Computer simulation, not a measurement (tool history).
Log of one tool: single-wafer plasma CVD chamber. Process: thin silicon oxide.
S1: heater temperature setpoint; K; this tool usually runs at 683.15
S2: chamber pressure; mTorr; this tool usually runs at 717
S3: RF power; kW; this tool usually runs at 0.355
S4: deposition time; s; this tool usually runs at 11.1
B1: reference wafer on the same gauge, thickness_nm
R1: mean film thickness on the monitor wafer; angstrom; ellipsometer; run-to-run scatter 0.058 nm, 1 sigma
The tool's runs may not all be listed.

run,hour,S1,S2,S3,S4,B1,R1
1,0,690.15,717,0.355,11.1,16.079,201.56
2,18.1,690.15,717,0.355,11.1,16.107,201.58
3,35.1,683.15,717,0.355,11.1,16.086,201.61
4,53.8,683.15,717,0.355,11.1,16.105,202.61
# hour 117.6: RF generator calibrated
# hour 147.1: showerhead replaced
5,160.7,683.15,717,0.355,11.1,16.082,201.62
6,176,683.15,717,0.355,11.1,16.109,202.99
# hour 191.1: thermocouple changed; heater temperature recalibrated
7,206.3,683.15,717,0.355,11.1,16.09,202.26
8,224.1,683.15,717,0.355,11.1,16.105,201.08
9,250.4,683.15,717,0.355,11.1,16.123,202.81
# hour 259.2: gauge calibrated
10,272.3,683.15,717,0.355,11.1,16.1,201.62
11,293.3,683.15,717,0.355,11.1,16.098,202.92
12,321.6,683.15,717,0.355,11.1,16.109,202.6
13,349.8,677.15,865,0.355,11.1,16.082,226.58
14,366.9,683.15,717,0.355,12.6,16.081,229.06
15,389.6,683.15,717,0.355,13.1,16.105,238.83
# hour 410.3: capacitance manometer re-zeroed and calibrated
16,410.8,683.15,717,0.355,11.7,16.085,206.17
17,434.9,696.15,817,0.355,11.1,16.096,210.18
18,451.3,683.15,717,0.415,11.1,16.091,204.77
19,466.6,683.15,717,0.355,11.1,16.105,195.08
20,497.5,683.15,717,0.31,11.1,16.108,188.77
21,512.4,683.15,717,0.355,11.1,16.102,197.41
22,544.5,668.15,860,0.355,10.5,16.077,209.84
23,572.6,683.15,560,0.39,11.1,16.118,174.21
24,597.5,694.15,829,0.355,11.1,16.094,212.57
25,609.9,683.15,717,0.355,10.2,16.105,180.76
26,642.9,683.15,588,0.355,12.2,16.113,192.78
27,657.3,696.15,817,0.355,11.1,16.108,210.32
28,680.3,673.15,717,0.355,11.1,16.121,198.49
29,715.8,683.15,717,0.41,11.1,16.09,207.13

Same runs, no hidden state in the tool, same run-to-run variation:
The tool's hidden condition here consists of: wafer temperature above the value expected at the setpoint (K); delivered RF power above the setpoint (%); true pressure above the setpoint (%); gauge reads high (%).
run,R1
1,194.63
2,194.64
3,194.65
4,195.61
5,194.6
6,195.91
7,195.2
8,194.04
9,195.7
10,194.55
11,195.79
12,195.47
13,219.46
14,220.98
15,230.39
16,206.02
17,209.78
18,204.17
19,194.34
20,187.75
21,196.2
22,208.35
23,172.57
24,210.58
25,178.82
26,190.33
27,207.85
28,195.77
29,203.99
